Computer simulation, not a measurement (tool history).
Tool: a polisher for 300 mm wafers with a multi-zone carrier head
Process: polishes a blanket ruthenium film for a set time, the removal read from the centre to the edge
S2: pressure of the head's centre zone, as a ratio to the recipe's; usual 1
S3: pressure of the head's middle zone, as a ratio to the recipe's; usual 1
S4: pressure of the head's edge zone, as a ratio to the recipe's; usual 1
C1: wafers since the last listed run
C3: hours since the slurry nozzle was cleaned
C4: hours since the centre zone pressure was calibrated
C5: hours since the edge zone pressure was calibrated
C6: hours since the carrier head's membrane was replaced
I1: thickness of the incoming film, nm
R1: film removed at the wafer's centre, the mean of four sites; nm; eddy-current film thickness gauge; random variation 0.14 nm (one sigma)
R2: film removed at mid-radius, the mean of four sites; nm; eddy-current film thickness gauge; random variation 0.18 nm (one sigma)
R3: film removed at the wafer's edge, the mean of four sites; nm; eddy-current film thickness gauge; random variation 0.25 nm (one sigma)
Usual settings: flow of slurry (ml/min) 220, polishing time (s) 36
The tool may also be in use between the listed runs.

{"run": 1, "hour": 0.0, "flow of slurry (ml/min)": 220, "S2": 1, "S3": 1, "S4": 1.04, "polishing time (s)": 36, "C1": 0, "wafers polished on this pad": 1201, "C3": 664.4, "C4": 1000.3, "C5": 1209.9, "C6": 1338, "I1": 630.6, "R1": 26.8, "R2": 26.5, "R3": 28.1}
{"run": 2, "hour": 9.6, "flow of slurry (ml/min)": 220, "S2": 1, "S3": 1, "S4": 1.04, "polishing time (s)": 36, "C1": 80, "wafers polished on this pad": 1282, "C3": 674, "C4": 1009.9, "C5": 1219.5, "C6": 1347.6, "I1": 634.8, "R1": 27.1, "R2": 26.5, "R3": 28.2}
{"hour": 18.7, "done": "worn pad replaced by a new one"}
{"run": 3, "hour": 19.2, "flow of slurry (ml/min)": 220, "S2": 1, "S3": 1, "S4": 1.04, "polishing time (s)": 36, "C1": 47, "wafers polished on this pad": 4, "C3": 683.6, "C4": 1019.5, "C5": 1229.1, "C6": 1357.2, "I1": 628.3, "R1": 27.2, "R2": 26.6, "R3": 28.4}
{"run": 4, "hour": 31.5, "flow of slurry (ml/min)": 220, "S2": 1, "S3": 1, "S4": 1, "polishing time (s)": 36, "C1": 103, "wafers polished on this pad": 108, "C3": 695.9, "C4": 1031.8, "C5": 1241.4, "C6": 1369.5, "I1": 623.1, "R1": 27, "R2": 26.9, "R3": 27.7}
{"run": 5, "hour": 38.2, "flow of slurry (ml/min)": 220, "S2": 1, "S3": 1, "S4": 1, "polishing time (s)": 36, "C1": 56, "wafers polished on this pad": 164, "C3": 702.6, "C4": 1038.5, "C5": 1248.1, "C6": 1376.2, "I1": 636.1, "R1": 27, "R2": 26.9, "R3": 27.3}
{"run": 6, "hour": 53.3, "flow of slurry (ml/min)": 220, "S2": 1.08, "S3": 1, "S4": 1.04, "polishing time (s)": 43, "C1": 127, "wafers polished on this pad": 291, "C3": 717.7, "C4": 1053.6, "C5": 1263.2, "C6": 1391.3, "I1": 626, "R1": 34, "R2": 32.3, "R3": 33.4}
{"run": 7, "hour": 64.0, "flow of slurry (ml/min)": 220, "S2": 1.12, "S3": 1, "S4": 1, "polishing time (s)": 36, "C1": 90, "wafers polished on this pad": 381, "C3": 728.4, "C4": 1064.3, "C5": 1273.9, "C6": 1402, "I1": 638.7, "R1": 28.9, "R2": 26.8, "R3": 27.5}
{"hour": 78.9, "done": "edge zone pressure recalibrated"}
{"run": 8, "hour": 79.4, "flow of slurry (ml/min)": 265, "S2": 1, "S3": 1, "S4": 1, "polishing time (s)": 28, "C1": 112, "wafers polished on this pad": 494, "C3": 743.8, "C4": 1079.7, "C5": 0.5, "C6": 1417.4, "I1": 627.5, "R1": 21.5, "R2": 21.3, "R3": 21.7}
{"run": 9, "hour": 93.9, "flow of slurry (ml/min)": 220, "S2": 0.91, "S3": 0.95, "S4": 1, "polishing time (s)": 36, "C1": 122, "wafers polished on this pad": 616, "C3": 758.3, "C4": 1094.2, "C5": 15, "C6": 1431.9, "I1": 632.5, "R1": 25.6, "R2": 25.7, "R3": 27.6}
{"hour": 100.1, "done": "carrier head's membrane replaced by a new one"}
{"run": 10, "hour": 102.6, "flow of slurry (ml/min)": 220, "S2": 1, "S3": 1, "S4": 1, "polishing time (s)": 36, "C1": 31, "wafers polished on this pad": 648, "C3": 767, "C4": 1102.9, "C5": 23.7, "C6": 2.5, "I1": 625.8, "R1": 27.1, "R2": 26.6, "R3": 28}
{"run": 11, "hour": 111.5, "flow of slurry (ml/min)": 220, "S2": 1.1, "S3": 1, "S4": 0.92, "polishing time (s)": 36, "C1": 74, "wafers polished on this pad": 723, "C3": 775.9, "C4": 1111.8, "C5": 32.6, "C6": 11.4, "I1": 641.8, "R1": 28.9, "R2": 26.8, "R3": 26.5}
{"hour": 123.8, "done": "slurry nozzle cleaned"}
{"run": 12, "hour": 127.7, "flow of slurry (ml/min)": 220, "S2": 1, "S3": 1, "S4": 1.05, "polishing time (s)": 36, "C1": 128, "wafers polished on this pad": 851, "C3": 3.9, "C4": 1128, "C5": 48.8, "C6": 27.6, "I1": 640.5, "R1": 28.2, "R2": 27.5, "R3": 29.2}
{"hour": 137.1, "done": "centre zone pressure recalibrated"}
{"run": 13, "hour": 145.1, "flow of slurry (ml/min)": 220, "S2": 1, "S3": 1, "S4": 1.04, "polishing time (s)": 36, "C1": 129, "wafers polished on this pad": 980, "C3": 21.3, "C4": 8, "C5": 66.2, "C6": 45, "I1": 623.4, "R1": 26.4, "R2": 27.5, "R3": 28.7}
{"run": 14, "hour": 156.1, "flow of slurry (ml/min)": 180, "S2": 1.11, "S3": 1.1, "S4": 1, "polishing time (s)": 36, "C1": 92, "wafers polished on this pad": 1073, "C3": 32.3, "C4": 19, "C5": 77.2, "C6": 56, "I1": 638.6, "R1": 27.8, "R2": 29.3, "R3": 28.1}
{"hour": 169.7, "done": "worn pad replaced by a new one"}
{"run": 15, "hour": 170.2, "flow of slurry (ml/min)": 220, "S2": 1, "S3": 1, "S4": 1, "polishing time (s)": 32, "C1": 85, "wafers polished on this pad": 4, "C3": 46.4, "C4": 33.1, "C5": 91.3, "C6": 70.1, "I1": 626.4, "R1": 23.5, "R2": 24.5, "R3": 24.9}
{"run": 16, "hour": 181.1, "flow of slurry (ml/min)": 220, "S2": 0.92, "S3": 0.93, "S4": 1.06, "polishing time (s)": 42, "C1": 91, "wafers polished on this pad": 96, "C3": 57.3, "C4": 44, "C5": 102.2, "C6": 81, "I1": 621.2, "R1": 29.5, "R2": 30.2, "R3": 33.4}
{"run": 17, "hour": 196.5, "flow of slurry (ml/min)": 220, "S2": 1.1, "S3": 1, "S4": 1, "polishing time (s)": 36, "C1": 129, "wafers polished on this pad": 225, "C3": 72.7, "C4": 59.4, "C5": 117.6, "C6": 96.4, "I1": 626.3, "R1": 28.1, "R2": 27.9, "R3": 28.1}
{"run": 18, "hour": 241.7, "flow of slurry (ml/min)": 220, "S2": 0.95, "S3": 0.91, "S4": 1, "polishing time (s)": 36, "C1": 380, "wafers polished on this pad": 606, "C3": 117.9, "C4": 104.6, "C5": 162.8, "C6": 141.6, "I1": 636, "R1": 25.4, "R2": 25.6, "R3": 28}
{"run": 19, "hour": 257.4, "flow of slurry (ml/min)": 220, "S2": 1, "S3": 1, "S4": 1, "polishing time (s)": 36, "C1": 132, "wafers polished on this pad": 738, "C3": 133.6, "C4": 120.3, "C5": 178.5, "C6": 157.3, "I1": 627.2, "R1": 26.1, "R2": 27.1, "R3": 27.7}
{"run": 20, "hour": 271.5, "flow of slurry (ml/min)": 220, "S2": 1, "S3": 1, "S4": 1, "polishing time (s)": 36, "C1": 118, "wafers polished on this pad": 857, "C3": 147.7, "C4": 134.4, "C5": 192.6, "C6": 171.4, "I1": 630.6, "R1": 26.3, "R2": 27.7, "R3": 27.7}
{"run": 21, "hour": 288.6, "flow of slurry (ml/min)": 220, "S2": 1, "S3": 1, "S4": 1.07, "polishing time (s)": 46, "C1": 144, "wafers polished on this pad": 1001, "C3": 164.8, "C4": 151.5, "C5": 209.7, "C6": 188.5, "I1": 631.1, "R1": 33.5, "R2": 34.7, "R3": 37}

Forecast each of these 5 alternatives for the next run:
{"run": "A", "hour": 289.0, "flow of slurry (ml/min)": 220, "S2": 1, "S3": 1, "S4": 1, "polishing time (s)": 36, "C1": 3, "wafers polished on this pad": 1005, "C3": 165.2, "C4": 151.9, "C5": 210.1, "C6": 188.9, "I1": 623.2, "R1": "?", "R2": "?", "R3": "?"}
{"run": "B", "hour": 289.0, "flow of slurry (ml/min)": 220, "S2": 1, "S3": 1, "S4": 1, "polishing time (s)": 31, "C1": 3, "wafers polished on this pad": 1005, "C3": 165.2, "C4": 151.9, "C5": 210.1, "C6": 188.9, "I1": 623.2, "R1": "?", "R2": "?", "R3": "?"}
{"run": "C", "hour": 289.0, "flow of slurry (ml/min)": 190, "S2": 1, "S3": 0.91, "S4": 1, "polishing time (s)": 36, "C1": 3, "wafers polished on this pad": 1005, "C3": 165.2, "C4": 151.9, "C5": 210.1, "C6": 188.9, "I1": 623.2, "R1": "?", "R2": "?", "R3": "?"}
{"run": "D", "hour": 289.0, "flow of slurry (ml/min)": 220, "S2": 1, "S3": 1, "S4": 0.96, "polishing time (s)": 36, "C1": 3, "wafers polished on this pad": 1005, "C3": 165.2, "C4": 151.9, "C5": 210.1, "C6": 188.9, "I1": 623.2, "R1": "?", "R2": "?", "R3": "?"}
{"run": "E", "hour": 289.0, "flow of slurry (ml/min)": 295, "S2": 1, "S3": 1, "S4": 1, "polishing time (s)": 29, "C1": 3, "wafers polished on this pad": 1005, "C3": 165.2, "C4": 151.9, "C5": 210.1, "C6": 188.9, "I1": 623.2, "R1": "?", "R2": "?", "R3": "?"}

run=A R1=26.4 R2=27.5 R3=28.2
run=B R1=22.8 R2=23.6 R3=24.3
run=C R1=26 R2=25.1 R3=28
run=D R1=26.4 R2=27.5 R3=27.7
run=E R1=21.9 R2=22.6 R3=23.1
Without the tool's hidden state the same runs would have given:
run=A R1=26.8 R2=27.7 R3=28.4
run=B R1=23.1 R2=23.8 R3=24.4
run=C R1=26.4 R2=25.3 R3=28.2
run=D R1=26.8 R2=27.7 R3=27.8
run=E R1=22.1 R2=22.8 R3=23.3
